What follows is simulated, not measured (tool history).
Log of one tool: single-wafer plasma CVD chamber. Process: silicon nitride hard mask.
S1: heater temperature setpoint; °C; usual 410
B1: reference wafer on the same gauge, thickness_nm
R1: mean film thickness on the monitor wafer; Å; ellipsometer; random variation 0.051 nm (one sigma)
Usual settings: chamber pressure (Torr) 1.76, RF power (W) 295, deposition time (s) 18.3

{"run": 1, "day": 0.0, "S1": 410, "chamber pressure (Torr)": 1.76, "RF power (W)": 295, "deposition time (s)": 18.3, "B1": 17.009, "R1": 206.1}
{"run": 2, "day": 0.438, "S1": 410, "chamber pressure (Torr)": 1.55, "RF power (W)": 295, "deposition time (s)": 18.3, "B1": 16.99, "R1": 200.08}
{"run": 3, "day": 1.042, "S1": 410, "chamber pressure (Torr)": 1.76, "RF power (W)": 295, "deposition time (s)": 17.5, "B1": 16.978, "R1": 196.78}
{"run": 4, "day": 1.625, "S1": 410, "chamber pressure (Torr)": 1.76, "RF power (W)": 295, "deposition time (s)": 17.5, "B1": 16.996, "R1": 196.49}
{"run": 5, "day": 2.238, "S1": 410, "chamber pressure (Torr)": 1.76, "RF power (W)": 295, "deposition time (s)": 17.5, "B1": 17.0, "R1": 196.14}
{"run": 6, "day": 2.529, "S1": 418, "chamber pressure (Torr)": 2.16, "RF power (W)": 355, "deposition time (s)": 16.0, "B1": 17.003, "R1": 218.13}
{"run": 7, "day": 2.8, "S1": 410, "chamber pressure (Torr)": 1.76, "RF power (W)": 295, "deposition time (s)": 18.3, "B1": 17.0, "R1": 204.7}
{"run": 8, "day": 3.092, "S1": 410, "chamber pressure (Torr)": 1.76, "RF power (W)": 295, "deposition time (s)": 17.5, "B1": 17.001, "R1": 196.51}
{"run": 9, "day": 3.388, "S1": 410, "chamber pressure (Torr)": 1.76, "RF power (W)": 295, "deposition time (s)": 18.3, "B1": 17.001, "R1": 205.1}
{"day": 3.754, "done": "RF generator calibrated"}
{"run": 10, "day": 4.067, "S1": 410, "chamber pressure (Torr)": 1.76, "RF power (W)": 295, "deposition time (s)": 18.3, "B1": 17.005, "R1": 204.37}
{"day": 4.912, "done": "capacitance manometer re-zeroed and calibrated"}
{"run": 11, "day": 4.933, "S1": 410, "chamber pressure (Torr)": 1.76, "RF power (W)": 295, "deposition time (s)": 18.3, "B1": 16.978, "R1": 209.43}
{"day": 5.183, "done": "gauge calibrated"}
{"run": 12, "day": 5.233, "S1": 421, "chamber pressure (Torr)": 1.45, "RF power (W)": 310, "deposition time (s)": 18.3, "B1": 16.995, "R1": 209.29}
{"run": 13, "day": 5.483, "S1": 405, "chamber pressure (Torr)": 1.49, "RF power (W)": 295, "deposition time (s)": 20.1, "B1": 17.009, "R1": 221.87}
{"run": 14, "day": 5.804, "S1": 410, "chamber pressure (Torr)": 1.76, "RF power (W)": 295, "deposition time (s)": 18.3, "B1": 16.991, "R1": 209.27}
{"run": 15, "day": 6.554, "S1": 410, "chamber pressure (Torr)": 2.06, "RF power (W)": 295, "deposition time (s)": 16.6, "B1": 16.995, "R1": 197.04}
{"run": 16, "day": 7.192, "S1": 402, "chamber pressure (Torr)": 1.76, "RF power (W)": 295, "deposition time (s)": 16.0, "B1": 17.001, "R1": 183.64}
{"day": 7.642, "done": "showerhead replaced"}
{"day": 7.717, "done": "thermocouple changed; heater temperature recalibrated"}
{"run": 17, "day": 7.738, "S1": 420, "chamber pressure (Torr)": 1.76, "RF power (W)": 325, "deposition time (s)": 16.3, "B1": 16.993, "R1": 201.37}
{"run": 18, "day": 8.079, "S1": 410, "chamber pressure (Torr)": 2.11, "RF power (W)": 295, "deposition time (s)": 18.3, "B1": 16.991, "R1": 217.79}
{"run": 19, "day": 8.767, "S1": 399, "chamber pressure (Torr)": 1.76, "RF power (W)": 295, "deposition time (s)": 21.6, "B1": 16.984, "R1": 248.34}
{"run": 20, "day": 9.079, "S1": 410, "chamber pressure (Torr)": 1.76, "RF power (W)": 295, "deposition time (s)": 18.3, "B1": 17.005, "R1": 209.8}
{"run": 21, "day": 9.433, "S1": 423, "chamber pressure (Torr)": 1.59, "RF power (W)": 275, "deposition time (s)": 20.2, "B1": 16.995, "R1": 210.77}
{"run": 22, "day": 10.638, "S1": 396, "chamber pressure (Torr)": 1.95, "RF power (W)": 295, "deposition time (s)": 18.3, "B1": 16.994, "R1": 215.92}
{"run": 23, "day": 11.104, "S1": 410, "chamber pressure (Torr)": 1.76, "RF power (W)": 295, "deposition time (s)": 18.3, "B1": 17.0, "R1": 208.11}
{"run": 24, "day": 11.746, "S1": 410, "chamber pressure (Torr)": 1.76, "RF power (W)": 295, "deposition time (s)": 18.3, "B1": 16.993, "R1": 210.25}
{"run": 25, "day": 12.396, "S1": 410, "chamber pressure (Torr)": 1.76, "RF power (W)": 295, "deposition time (s)": 18.3, "B1": 17.001, "R1": 209.65}
{"run": 26, "day": 12.742, "S1": 403, "chamber pressure (Torr)": 1.99, "RF power (W)": 320, "deposition time (s)": 18.3, "B1": 17.011, "R1": 231.44}

The next listed run, before its measurement:
{"run": 27, "day": 13.454, "S1": 410, "chamber pressure (Torr)": 1.63, "RF power (W)": 295, "deposition time (s)": 20.2, "B1": "?", "R1": "?"}

B1: 16.997
R1: 226.30 Å
Without the tool's hidden state the same run would have given R1 226.14 Å.
